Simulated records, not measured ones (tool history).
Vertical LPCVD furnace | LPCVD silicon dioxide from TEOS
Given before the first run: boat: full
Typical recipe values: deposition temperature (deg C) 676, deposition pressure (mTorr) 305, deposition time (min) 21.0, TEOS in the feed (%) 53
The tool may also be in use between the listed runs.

run     day  deposition temperature (deg C)  deposition pressure (mTorr)  deposition time (min)  TEOS in the feed (%)  wafers since the last listed run  hours since the last temperature calibration  hours since the pressure gauge was zeroed  hours since the TEOS flow controller was replaced  hours since the gauge calibration  read-back reference wafer on the same gauge, thickness  film thickness on the monitor wafer in the middle of the boat (Å)
  1   0.000                             676                          305                   21.0                    53                                 0                                        2551.2                                     2160.2                                             5340.8                             1079.8                                                   73.24                                                              804.5
  2   3.104                             676                          305                   21.0                    53                              2096                                        2625.7                                     2234.7                                             5415.3                             1154.3                                                   73.16                                                              806.3
  3   6.483                             676                          305                   21.0                    53                              2281                                        2706.8                                     2315.8                                             5496.4                             1235.4                                                   73.24                                                              803.9
  4   8.054                             676                          305                   21.0                    59                              1060                                        2744.5                                     2353.5                                             5534.1                             1273.1                                                   73.19                                                              846.3
  5   9.712                             676                          305                   21.0                    53                              1119                                        2784.3                                     2393.3                                             5573.9                             1312.9                                                   73.19                                                              801.3
  6  13.212                             676                          305                   21.0                    53                              2363                                        2868.3                                     2477.3                                             5657.9                             1396.9                                                   73.28                                                              805.5
  7  14.938                             676                          305                   21.0                    53                              1164                                        2909.7                                     2518.7                                             5699.3                             1438.3                                                   73.19                                                              801.9
  8  18.583                             676                          305                   21.0                    53                              2461                                        2997.2                                     2606.2                                             5786.8                             1525.8                                                   73.27                                                              810.4
     20.688  -- thermocouples replaced and temperature profile calibrated
  9  20.708                             676                          265                   21.0                    53                               759                                           0.5                                     2657.2                                             5837.8                             1576.8                                                   73.20                                                              753.1
     23.262  -- TEOS flow controller replaced
 10  24.475                             676                          265                   21.0                    53                              1868                                          90.9                                     2747.6                                               29.1                             1667.2                                                   73.19                                                              747.6
 11  26.329                             676                          265                   21.0                    53                              1252                                         135.4                                     2792.1                                               73.6                             1711.7                                                   73.19                                                              750.2
 12  29.712                             676                          305                   15.0                    53                              2284                                         216.6                                     2873.3                                              154.8                             1792.9                                                   73.20                                                              570.6
 13  31.792                             680                          240                   23.5                    47                              1404                                         266.5                                     2923.2                                              204.7                             1842.8                                                   73.21                                                              824.2
 14  38.233                             676                          305                   26.5                    53                              4349                                         421.1                                     3077.8                                              359.3                             1997.4                                                   73.20                                                             1019.2
 15  42.046                             682                          345                   14.5                    43                              2574                                         512.6                                     3169.3                                              450.8                             2088.9                                                   73.15                                                              617.6
 16  43.825                             676                          305                   21.0                    53                              1201                                         555.3                                     3212.0                                              493.5                             2131.6                                                   73.21                                                              805.4
 17  45.896                             676                          305                   23.5                    60                              1398                                         605.0                                     3261.7                                              543.2                             2181.3                                                   73.26                                                              959.7
 18  48.612                             676                          305                   28.0                    53                              1834                                         670.2                                     3326.9                                              608.4                             2246.5                                                   73.29                                                             1068.6
 19  52.958                             669                          335                   21.0                    53                              2934                                         774.5                                     3431.2                                              712.7                             2350.8                                                   73.14                                                              711.9
     53.262  -- gauge calibrated
 20  55.792                             676                          305                   21.0                    56                              1913                                         842.5                                     3499.2                                              780.7                               60.7                                                   73.21                                                              828.5
     59.221  -- pressure gauge zeroed
 21  59.242                             668                          245                   17.0                    56                              1654                                         925.3                                        0.5                                              863.5                              143.5                                                   73.11                                                              490.3
 22  62.917                             664                          305                   21.0                    43                              2481                                        1013.5                                       88.7                                              951.7                              231.7                                                   73.16                                                              539.9
 23  65.083                             667                          235                   21.0                    46                              1463                                        1065.5                                      140.7                                             1003.7                              283.7                                                   73.19                                                              527.6
 24  67.504                             684                          335                   13.5                    56                              1634                                        1123.6                                      198.8                                             1061.8                              341.8                                                   73.28                                                              678.1
 25  71.946                             676                          305                   21.0                    56                              2999                                        1230.2                                      305.4                                             1168.4                              448.4                                                   73.21                                                              830.1
 26  75.008                             676                          305                   21.0                    53                              2068                                        1303.7                                      378.9                                             1241.9                              521.9                                                   73.23                                                              801.9
 27  78.412                             665                          275                   25.0                    46                              2298                                        1385.4                                      460.6                                             1323.6                              603.6                                                   73.10                                                              645.3
 28  80.929                             668                          365                   21.0                    50                              1699                                        1445.8                                      521.0                                             1384.0                              664.0                                                   73.15                                                              700.7
 29  82.804                             669                          305                   21.0                    53                              1266                                        1490.8                                      566.0                                             1429.0                              709.0                                                   73.17                                                              673.6
 30  85.750                             685                          375                   24.5                    44                              1989                                        1561.5                                      636.7                                             1499.7                              779.7                                                   73.26                                                             1173.3
 31  87.288                             676                          305                   21.0                    53                              1038                                        1598.4                                      673.6                                             1536.6                              816.6                                                   73.14                                                              805.9

Here are 4 independent what-if runs from the current tool condition. What would each one return?
  A  87.425                             676                          305                   21.0                    53                                92                                        1601.7                                      676.9                                             1539.9                              819.9                                                       ?                                                                  ?
  B  87.425                             685                          305                   21.0                    43                                92                                        1601.7                                      676.9                                             1539.9                              819.9                                                       ?                                                                  ?
  C  87.425                             683                          255                   17.5                    61                                92                                        1601.7                                      676.9                                             1539.9                              819.9                                                       ?                                                                  ?
  D  87.425                             676                          360                   21.0                    53                                92                                        1601.7                                      676.9                                             1539.9                              819.9                                                       ?                                                                  ?

run  read-back reference wafer on the same gauge, thickness  film thickness on the monitor wafer in the middle of the boat (Å)
  A                                                   73.22                                                              804.1
  B                                                   73.22                                                              900.8
  C                                                   73.22                                                              779.1
  D                                                   73.22                                                              873.6
The same runs, with their run-to-run variation unchanged, on a tool lacking any hidden condition would have given:
run  film thickness on the monitor wafer in the middle of the boat (Å)
  A                                                              804.1
  B                                                              900.8
  C                                                              779.1
  D                                                              873.6
